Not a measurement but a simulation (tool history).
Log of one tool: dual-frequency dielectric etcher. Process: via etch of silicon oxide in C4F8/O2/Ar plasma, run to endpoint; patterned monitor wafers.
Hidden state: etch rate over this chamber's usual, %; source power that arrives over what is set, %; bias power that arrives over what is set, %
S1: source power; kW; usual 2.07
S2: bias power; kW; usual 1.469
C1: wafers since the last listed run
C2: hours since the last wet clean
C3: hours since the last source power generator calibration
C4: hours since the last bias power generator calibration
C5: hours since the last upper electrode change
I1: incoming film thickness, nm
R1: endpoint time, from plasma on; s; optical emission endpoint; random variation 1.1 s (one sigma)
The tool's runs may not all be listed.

run,hour,S1,S2,C1,C2,C3,C4,C5,I1,R1
1,0,1.79,1.469,0,81.7,2218.1,1234.7,1727.6,1274.2,302
2,32.5,1.79,1.469,242,114.2,2250.6,1267.2,1760.1,1270.7,299.8
3,57.1,1.83,1.469,183,138.8,2275.2,1291.8,1784.7,1250.7,293.5
4,75.3,1.83,1.469,135,157,2293.4,1310,1802.9,1268,296
5,105.6,2.27,1.23,226,187.3,2323.7,1340.3,1833.2,1261,282.6
6,121.2,2.27,1.23,116,202.9,2339.3,1355.9,1848.8,1259.5,282.6
7,137.1,2.27,1.23,118,218.8,2355.2,1371.8,1864.7,1278.3,286.4
8,157.3,2.07,1.469,150,239,2375.4,1392,1884.9,1275.3,285
9,190,2.07,1.469,244,271.7,2408.1,1424.7,1917.6,1260,282
10,217.7,2.07,1.469,206,299.4,2435.8,1452.4,1945.3,1274,284.7
11,236.1,2.07,1.469,137,317.8,2454.2,1470.8,1963.7,1273.8,284
12,251.1,2.07,1.469,112,332.8,2469.2,1485.8,1978.7,1279.4,285.2
13,277,2.07,1.469,193,358.7,2495.1,1511.7,2004.6,1263.9,283
14,302.3,2.07,1.469,189,384,2520.4,1537,2029.9,1263.4,283.4
15,318.3,2.07,1.469,119,400,2536.4,1553,2045.9,1266,284.5
# hour 369.1: source power generator calibrated
# hour 374.5: wet clean of the chamber
16,375,1.94,1.374,353,0.5,5.9,1609.7,2102.6,1257.3,292.2
17,376.5,2.27,1.207,11,2,7.4,1611.2,2104.1,1264.5,283.9
18,408.4,2.07,1.648,238,33.9,39.3,1643.1,2136,1276.9,275.4
19,429.1,2.07,1.469,154,54.6,60,1663.8,2156.7,1264.4,280.6
# hour 486.6: upper electrode replaced, of another model than before
20,487.1,2.07,1.469,254,112.6,118,1721.8,0.5,1265.5,281.4
21,489.3,2.43,1.667,16,114.8,120.2,1724,2.7,1262,263.3
22,518.8,2.07,1.469,220,144.3,149.7,1753.5,32.2,1262.6,282
# hour 543.9: bias power generator calibrated
23,547.4,1.75,1.138,183,172.9,178.3,3.5,60.8,1262.8,305.4
24,564.6,2.07,1.62,128,190.1,195.5,20.7,78,1274.1,279.2
25,582.4,2.38,1.288,132,207.9,213.3,38.5,95.8,1265.1,279.7
26,605.2,2.07,1.469,170,230.7,236.1,61.3,118.6,1265.2,283.7
27,626.5,2.07,1.469,159,252,257.4,82.6,139.9,1274.4,286.6
28,659.2,1.88,1.288,244,284.7,290.1,115.3,172.6,1261.2,294.1
29,679.2,1.56,1.756,149,304.7,310.1,135.3,192.6,1269.3,293.6
30,700.5,2.07,1.469,159,326,331.4,156.6,213.9,1268.5,286.2

Forecast each of these 3 alternatives for the next run:
A,701,2.07,1.708,3,326.5,331.9,157.1,214.4,1270.2,?
B,701,2.07,1.775,3,326.5,331.9,157.1,214.4,1270.2,?
C,701,2.23,1.626,3,326.5,331.9,157.1,214.4,1270.2,?

run,R1
A,277.4
B,275.2
C,275.1
Without the tool's hidden state the same runs would have given:
run,R1
A,272.8
B,270.7
C,270.6
